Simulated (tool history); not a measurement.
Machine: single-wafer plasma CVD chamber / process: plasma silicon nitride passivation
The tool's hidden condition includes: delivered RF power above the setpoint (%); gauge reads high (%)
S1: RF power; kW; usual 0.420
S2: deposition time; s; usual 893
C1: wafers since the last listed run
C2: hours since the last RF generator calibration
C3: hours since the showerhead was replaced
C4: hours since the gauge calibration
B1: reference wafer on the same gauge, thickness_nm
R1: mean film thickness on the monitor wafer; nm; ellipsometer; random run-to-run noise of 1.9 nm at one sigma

{"run": 1, "hour": 0.0, "S1": 0.47, "S2": 970, "C1": 0, "C2": 2518.1, "C3": 7437.0, "C4": 54.1, "B1": 1407.327, "R1": 1426.13}
{"run": 2, "hour": 16.3, "S1": 0.435, "S2": 893, "C1": 48, "C2": 2534.4, "C3": 7453.3, "C4": 70.4, "B1": 1408.84, "R1": 1288.552}
{"run": 3, "hour": 30.4, "S1": 0.435, "S2": 893, "C1": 42, "C2": 2548.5, "C3": 7467.4, "C4": 84.5, "B1": 1409.992, "R1": 1290.218}
{"run": 4, "hour": 40.8, "S1": 0.42, "S2": 893, "C1": 31, "C2": 2558.9, "C3": 7477.8, "C4": 94.9, "B1": 1410.406, "R1": 1279.372}
{"run": 5, "hour": 51.6, "S1": 0.42, "S2": 893, "C1": 32, "C2": 2569.7, "C3": 7488.6, "C4": 105.7, "B1": 1411.095, "R1": 1276.757}
{"run": 6, "hour": 65.3, "S1": 0.42, "S2": 893, "C1": 40, "C2": 2583.4, "C3": 7502.3, "C4": 119.4, "B1": 1412.217, "R1": 1283.878}
{"run": 7, "hour": 78.5, "S1": 0.42, "S2": 893, "C1": 39, "C2": 2596.6, "C3": 7515.5, "C4": 132.6, "B1": 1412.487, "R1": 1283.505}
{"run": 8, "hour": 89.6, "S1": 0.42, "S2": 893, "C1": 33, "C2": 2607.7, "C3": 7526.6, "C4": 143.7, "B1": 1413.81, "R1": 1277.601}
{"run": 9, "hour": 97.1, "S1": 0.475, "S2": 827, "C1": 22, "C2": 2615.2, "C3": 7534.1, "C4": 151.2, "B1": 1414.018, "R1": 1229.284}
{"run": 10, "hour": 107.9, "S1": 0.375, "S2": 893, "C1": 32, "C2": 2626.0, "C3": 7544.9, "C4": 162.0, "B1": 1414.339, "R1": 1246.231}
{"run": 11, "hour": 122.6, "S1": 0.375, "S2": 893, "C1": 43, "C2": 2640.7, "C3": 7559.6, "C4": 176.7, "B1": 1414.829, "R1": 1244.389}
{"run": 12, "hour": 128.7, "S1": 0.375, "S2": 893, "C1": 18, "C2": 2646.8, "C3": 7565.7, "C4": 182.8, "B1": 1414.725, "R1": 1244.191}
{"run": 13, "hour": 145.0, "S1": 0.42, "S2": 893, "C1": 48, "C2": 2663.1, "C3": 7582.0, "C4": 199.1, "B1": 1415.055, "R1": 1285.312}
{"run": 14, "hour": 154.0, "S1": 0.47, "S2": 800, "C1": 26, "C2": 2672.1, "C3": 7591.0, "C4": 208.1, "B1": 1415.284, "R1": 1182.947}
{"run": 15, "hour": 160.2, "S1": 0.42, "S2": 893, "C1": 18, "C2": 2678.3, "C3": 7597.2, "C4": 214.3, "B1": 1415.57, "R1": 1284.387}
{"run": 16, "hour": 177.6, "S1": 0.42, "S2": 893, "C1": 51, "C2": 2695.7, "C3": 7614.6, "C4": 231.7, "B1": 1415.757, "R1": 1285.201}
{"run": 17, "hour": 191.1, "S1": 0.495, "S2": 1041, "C1": 40, "C2": 2709.2, "C3": 7628.1, "C4": 245.2, "B1": 1415.954, "R1": 1565.609}
{"run": 18, "hour": 201.1, "S1": 0.465, "S2": 893, "C1": 29, "C2": 2719.2, "C3": 7638.1, "C4": 255.2, "B1": 1416.619, "R1": 1319.272}
{"run": 19, "hour": 212.5, "S1": 0.42, "S2": 893, "C1": 33, "C2": 2730.6, "C3": 7649.5, "C4": 266.6, "B1": 1416.682, "R1": 1285.738}
{"run": 20, "hour": 221.9, "S1": 0.42, "S2": 939, "C1": 28, "C2": 2740.0, "C3": 7658.9, "C4": 276.0, "B1": 1416.356, "R1": 1346.76}
{"run": 21, "hour": 236.9, "S1": 0.345, "S2": 840, "C1": 44, "C2": 2755.0, "C3": 7673.9, "C4": 291.0, "B1": 1416.454, "R1": 1145.329}
{"run": 22, "hour": 250.1, "S1": 0.38, "S2": 761, "C1": 39, "C2": 2768.2, "C3": 7687.1, "C4": 304.2, "B1": 1416.497, "R1": 1064.402}
{"hour": 265.0, "done": "RF generator calibrated"}
{"hour": 268.0, "done": "showerhead replaced"}
{"run": 23, "hour": 268.5, "S1": 0.38, "S2": 844, "C1": 21, "C2": 3.5, "C3": 0.5, "C4": 322.6, "B1": 1417.161, "R1": 1183.132}
{"run": 24, "hour": 271.5, "S1": 0.395, "S2": 841, "C1": 8, "C2": 6.5, "C3": 3.5, "C4": 325.6, "B1": 1417.052, "R1": 1188.522}
{"hour": 273.7, "done": "gauge calibrated"}
{"run": 25, "hour": 287.7, "S1": 0.37, "S2": 1024, "C1": 48, "C2": 22.7, "C3": 19.7, "C4": 14.0, "B1": 1404.386, "R1": 1409.0}
{"run": 26, "hour": 294.7, "S1": 0.42, "S2": 893, "C1": 20, "C2": 29.7, "C3": 26.7, "C4": 21.0, "B1": 1405.184, "R1": 1272.392}
{"run": 27, "hour": 309.5, "S1": 0.42, "S2": 952, "C1": 44, "C2": 44.5, "C3": 41.5, "C4": 35.8, "B1": 1407.286, "R1": 1360.105}
{"run": 28, "hour": 324.2, "S1": 0.345, "S2": 965, "C1": 43, "C2": 59.2, "C3": 56.2, "C4": 50.5, "B1": 1408.937, "R1": 1304.66}
{"run": 29, "hour": 336.2, "S1": 0.455, "S2": 967, "C1": 35, "C2": 71.2, "C3": 68.2, "C4": 62.5, "B1": 1409.928, "R1": 1415.875}
{"run": 30, "hour": 346.8, "S1": 0.42, "S2": 893, "C1": 31, "C2": 81.8, "C3": 78.8, "C4": 73.1, "B1": 1411.242, "R1": 1280.835}
{"run": 31, "hour": 364.1, "S1": 0.42, "S2": 893, "C1": 51, "C2": 99.1, "C3": 96.1, "C4": 90.4, "B1": 1412.491, "R1": 1282.81}

Here are 5 independent what-if runs from the current tool condition. What would each one return?
{"run": "A", "hour": 364.7, "S1": 0.47, "S2": 893, "C1": 1, "C2": 99.7, "C3": 96.7, "C4": 91.0, "B1": "?", "R1": "?"}
{"run": "B", "hour": 364.7, "S1": 0.48, "S2": 987, "C1": 1, "C2": 99.7, "C3": 96.7, "C4": 91.0, "B1": "?", "R1": "?"}
{"run": "C", "hour": 364.7, "S1": 0.445, "S2": 977, "C1": 1, "C2": 99.7, "C3": 96.7, "C4": 91.0, "B1": "?", "R1": "?"}
{"run": "D", "hour": 364.7, "S1": 0.445, "S2": 1020, "C1": 1, "C2": 99.7, "C3": 96.7, "C4": 91.0, "B1": "?", "R1": "?"}
{"run": "E", "hour": 364.7, "S1": 0.395, "S2": 755, "C1": 1, "C2": 99.7, "C3": 96.7, "C4": 91.0, "B1": "?", "R1": "?"}

run=A B1=1412.436 R1=1317.926
run=B B1=1412.436 R1=1465.139
run=C B1=1412.436 R1=1420.388
run=D B1=1412.436 R1=1482.903
run=E B1=1412.436 R1=1062.512
Had the tool no hidden state, the same runs would have come out as:
run=A R1=1306.238
run=B R1=1452.145
run=C R1=1407.791
run=D R1=1469.751
run=E R1=1053.088

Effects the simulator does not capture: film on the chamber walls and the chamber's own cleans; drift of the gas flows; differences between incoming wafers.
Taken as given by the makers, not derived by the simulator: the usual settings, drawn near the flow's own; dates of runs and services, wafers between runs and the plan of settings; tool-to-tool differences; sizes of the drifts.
